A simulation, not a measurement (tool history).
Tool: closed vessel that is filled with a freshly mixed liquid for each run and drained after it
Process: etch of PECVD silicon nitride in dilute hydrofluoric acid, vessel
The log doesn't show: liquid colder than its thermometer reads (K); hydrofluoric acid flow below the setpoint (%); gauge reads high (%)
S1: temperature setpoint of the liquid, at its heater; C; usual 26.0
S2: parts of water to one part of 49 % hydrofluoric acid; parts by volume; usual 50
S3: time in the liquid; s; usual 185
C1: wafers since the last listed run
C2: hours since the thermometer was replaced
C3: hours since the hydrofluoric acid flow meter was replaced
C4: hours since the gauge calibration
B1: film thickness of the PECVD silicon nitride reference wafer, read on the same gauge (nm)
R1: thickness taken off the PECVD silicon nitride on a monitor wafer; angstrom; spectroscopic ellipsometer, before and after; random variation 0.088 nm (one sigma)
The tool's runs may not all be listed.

run   hour    S1  S2   S3    C1      C2      C3     C4      B1     R1
  1    0.0  26.0  50  185     0  2422.5  1938.1  100.1  129.98  151.2
  2   19.3  26.0  50  135  1488  2441.8  1957.4  119.4  130.02  110.3
  3   43.6  26.0  50  135  1874  2466.1  1981.7  143.7  129.99  109.8
  4   58.7  27.5  35  185  1164  2481.2  1996.8  158.8  130.01  235.3
  5   72.6  29.0  50  185  1072  2495.1  2010.7  172.7  130.03  183.6
  6   91.5  26.0  60  185  1458  2514.0  2029.6  191.6  129.98  125.1
     112.4  -- gauge calibrated
  7  117.3  26.0  60  185  1990  2539.8  2055.4    4.9  129.99  125.7
     121.7  -- hydrofluoric acid flow meter replaced
  8  138.0  26.0  60  185  1519  2560.5    16.3   25.6  130.01  141.4
  9  159.4  26.0  50  185  1650  2581.9    37.7   47.0  130.01  169.2
 10  175.1  22.0  65   85  1211  2597.6    53.4   62.7  130.04   45.3
 11  192.2  29.0  50  185  1319  2614.7    70.5   79.8  129.98  204.7
     196.6  -- thermometer replaced
 12  225.8  26.0  50  135  2514    29.2   104.1  113.4  130.01  144.0
 13  246.7  24.5  35  235  1612    50.1   125.0  134.3  130.01  320.4
 14  279.8  28.5  30  115  2553    83.2   158.1  167.4  130.02  237.3
 15  292.6  22.0  25   90   987    96.0   170.9  180.2  130.00  141.5
 16  305.0  26.0  50  185   956   108.4   183.3  192.6  130.00  195.3
 17  337.4  24.0  65  260  2499   140.8   215.7  225.0  130.00  185.2
 18  360.5  30.5  40  280  1782   163.9   238.8  248.1  129.98  493.8

4 ways to go on from here, each from the tool as it stands after run 18. What would each give?
  A  361.2  26.0  50  185  54  164.6  239.5  248.8   ?   ?
  B  361.2  21.5  50  185  54  164.6  239.5  248.8   ?   ?
  C  361.2  24.5  30  185  54  164.6  239.5  248.8   ?   ?
  D  361.2  26.0  40  120  54  164.6  239.5  248.8   ?   ?

run      B1     R1
  A  130.03  193.6
  B  130.03  142.7
  C  130.03  287.9
  D  130.03  156.2
Without the tool's hidden state the same runs would have given:
run     R1
  A  205.5
  B  151.6
  C  305.8
  D  165.9

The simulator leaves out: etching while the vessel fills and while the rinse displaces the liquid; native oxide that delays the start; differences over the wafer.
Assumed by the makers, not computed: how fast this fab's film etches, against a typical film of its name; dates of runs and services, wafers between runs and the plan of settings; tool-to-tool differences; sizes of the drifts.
